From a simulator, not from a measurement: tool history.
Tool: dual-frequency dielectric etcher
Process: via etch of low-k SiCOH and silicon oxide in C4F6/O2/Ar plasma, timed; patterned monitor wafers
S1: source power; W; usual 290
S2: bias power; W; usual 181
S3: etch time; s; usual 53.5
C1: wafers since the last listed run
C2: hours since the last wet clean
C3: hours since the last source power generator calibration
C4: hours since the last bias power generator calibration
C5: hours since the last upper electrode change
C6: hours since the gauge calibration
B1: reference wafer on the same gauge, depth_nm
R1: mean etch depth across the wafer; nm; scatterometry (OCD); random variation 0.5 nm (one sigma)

run    hour   S1   S2    S3    C1     C2      C3      C4      C5     C6     B1     R1
  1     0.0  290  194  60.0     0  111.9  1695.4  2977.2  3067.3  284.4  122.8  127.5
  2    43.7  290  194  60.0   364  155.6  1739.1  3020.9  3111.0  328.1  123.2  125.8
  3    82.3  290  194  60.0   322  194.2  1777.7  3059.5  3149.6  366.7  123.0  126.7
  4   116.3  290  181  65.5   283  228.2  1811.7  3093.5  3183.6  400.7  123.1  134.7
  5   145.2  290  181  65.5   241  257.1  1840.6  3122.4  3212.5  429.6  122.9  135.0
  6   175.8  290  181  53.5   255  287.7  1871.2  3153.0  3243.1  460.2  123.0  109.7
  7   200.2  290  181  53.5   203  312.1  1895.6  3177.4  3267.5  484.6  122.8  110.3
  8   266.8  290  181  42.0   555  378.7  1962.2  3244.0  3334.1  551.2  123.0   86.5
  9   298.2  290  181  53.5   261  410.1  1993.6  3275.4  3365.5  582.6  123.2  110.5
 10   366.3  290  181  53.5   568  478.2  2061.7  3343.5  3433.6  650.7  123.1  111.1
 11   412.2  310  210  53.5   382  524.1  2107.6  3389.4  3479.5  696.6  123.1  118.7
      466.7  -- bias power generator calibrated
      479.5  -- wet clean of the chamber
 12   482.3  310  210  53.5   444    2.8  2177.7    15.6  3549.6  766.7  123.0  118.0
      543.3  -- source power generator calibrated
 13   545.3  310  210  53.5   492   65.8     2.0    78.6  3612.6  829.7  122.8  118.6
 14   579.5  290  181  53.5   285  100.0    36.2   112.8  3646.8  863.9  122.8  110.3
      622.9  -- upper electrode replaced
 15   627.0  290  181  53.5   196  147.5    83.7   160.3     4.1  911.4  123.0  110.4
 16   671.3  340  225  67.0   369  191.8   128.0   204.6    48.4  955.7  122.9  156.9
      696.0  -- gauge calibrated
 17   718.9  250  168  43.0   397  239.4   175.6   252.2    96.0   22.9  123.1   82.4
 18   754.8  260  151  62.0   299  275.3   211.5   288.1   131.9   58.8  123.1  117.0
 19   929.4  290  181  38.0  1456  449.9   386.1   462.7   306.5  233.4  123.1   78.5
     1014.5  -- wet clean of the chamber
 20  1015.0  270  198  60.5   513    0.5   471.7   548.3   392.1  319.0  123.1  125.1
 21  1060.6  340  222  53.5   380   46.1   517.3   593.9   437.7  364.6  123.0  124.9
 22  1129.6  240  181  68.0   575  115.1   586.3   662.9   506.7  433.6  122.8  129.4
 23  1166.1  240  152  67.0   304  151.6   622.8   699.4   543.2  470.1  122.8  122.9
 24  1234.3  310  214  68.0   568  219.8   691.0   767.6   611.4  538.3  123.1  151.1
 25  1298.2  290  181  60.5   533  283.7   754.9   831.5   675.3  602.2  123.0  126.2
 26  1365.9  290  181  53.5   564  351.4   822.6   899.2   743.0  669.9  122.9  111.3
 27  1418.6  290  181  53.5   439  404.1   875.3   951.9   795.7  722.6  123.1  110.0
 28  1483.5  290  181  53.5   541  469.0   940.2  1016.8   860.6  787.5  122.8  110.8
     1518.7  -- wet clean of the chamber
 29  1525.3  290  181  53.5   148    6.6   982.0  1058.6   902.4  829.3  123.1  109.4

Forecast each of these 3 alternatives for the next run:
  A  1525.7  290  193  53.5   3  7.0  982.4  1059.0  902.8  829.7   ?   ?
  B  1525.7  330  181  64.0   3  7.0  982.4  1059.0  902.8  829.7   ?   ?
  C  1525.7  310  169  53.5   3  7.0  982.4  1059.0  902.8  829.7   ?   ?

run     B1     R1
  A  123.3  111.7
  B  123.3  137.9
  C  123.3  110.3
Without the tool's hidden state the same runs would have given:
run     R1
  A  111.7
  B  137.9
  C  110.3

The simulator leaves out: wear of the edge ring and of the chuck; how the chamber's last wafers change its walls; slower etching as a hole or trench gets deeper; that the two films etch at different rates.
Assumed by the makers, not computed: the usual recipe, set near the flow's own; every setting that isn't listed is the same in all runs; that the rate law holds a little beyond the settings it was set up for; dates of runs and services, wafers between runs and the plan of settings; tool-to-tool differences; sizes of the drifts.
